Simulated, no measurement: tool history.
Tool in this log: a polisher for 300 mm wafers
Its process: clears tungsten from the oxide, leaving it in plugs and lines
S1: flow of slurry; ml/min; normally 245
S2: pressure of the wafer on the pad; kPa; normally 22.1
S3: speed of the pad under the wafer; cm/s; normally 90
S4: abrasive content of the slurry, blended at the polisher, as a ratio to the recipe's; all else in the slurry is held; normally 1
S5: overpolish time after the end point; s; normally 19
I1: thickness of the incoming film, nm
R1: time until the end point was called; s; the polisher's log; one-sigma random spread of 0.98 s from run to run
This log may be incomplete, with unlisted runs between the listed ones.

| run | hour | S1 | S2 | S3 | S4 | S5 | I1 | R1 |
|---|---|---|---|---|---|---|---|---|
| 1 | 0.0 | 245 | 22.1 | 90 | 1 | 19 | 411.7 | 113.8 |
|  | 4.7 | slurry tank refilled with fresh slurry and peroxide |
| 2 | 31.2 | 245 | 22.1 | 90 | 1 | 19 | 417.3 | 115.2 |
| 3 | 49.7 | 220 | 22.1 | 90 | 1 | 19 | 410.6 | 115.6 |
| 4 | 73.9 | 220 | 22.1 | 90 | 1 | 19 | 418.3 | 116.4 |
| 5 | 92.8 | 245 | 22.1 | 90 | 1 | 19 | 409.9 | 115.3 |
| 6 | 105.5 | 245 | 22.1 | 90 | 1 | 19 | 414.9 | 116.7 |
|  | 132.7 | worn pad replaced by a new one |
| 7 | 133.2 | 245 | 22.1 | 90 | 1 | 19 | 416.1 | 113.9 |
|  | 140.9 | slurry tank refilled with fresh slurry and peroxide |
| 8 | 146.6 | 245 | 22.1 | 90 | 1 | 19 | 413.0 | 114.2 |
|  | 177.4 | head pressure recalibrated |
| 9 | 177.8 | 245 | 22.1 | 90 | 1 | 19 | 412.6 | 113.2 |
| 10 | 193.3 | 245 | 22.1 | 90 | 1 | 19 | 410.6 | 115.1 |
| 11 | 207.3 | 245 | 22.1 | 90 | 1 | 19 | 410.3 | 113.5 |
|  | 223.6 | slurry blender recalibrated |
|  | 235.1 | slurry nozzle cleaned |
| 12 | 241.3 | 245 | 28.3 | 90 | 1 | 19 | 407.9 | 90.8 |
| 13 | 263.3 | 245 | 22.1 | 90 | 1 | 19 | 408.7 | 115.0 |

Expected results for the next run?
| 14 | 276.9 | 295 | 22.1 | 90 | 1 | 19 | 410.7 | ? |

{"run 14": {"R1": 112.4}}
Minus the tool's unlogged condition, the same run would have read R1 108.4 s.
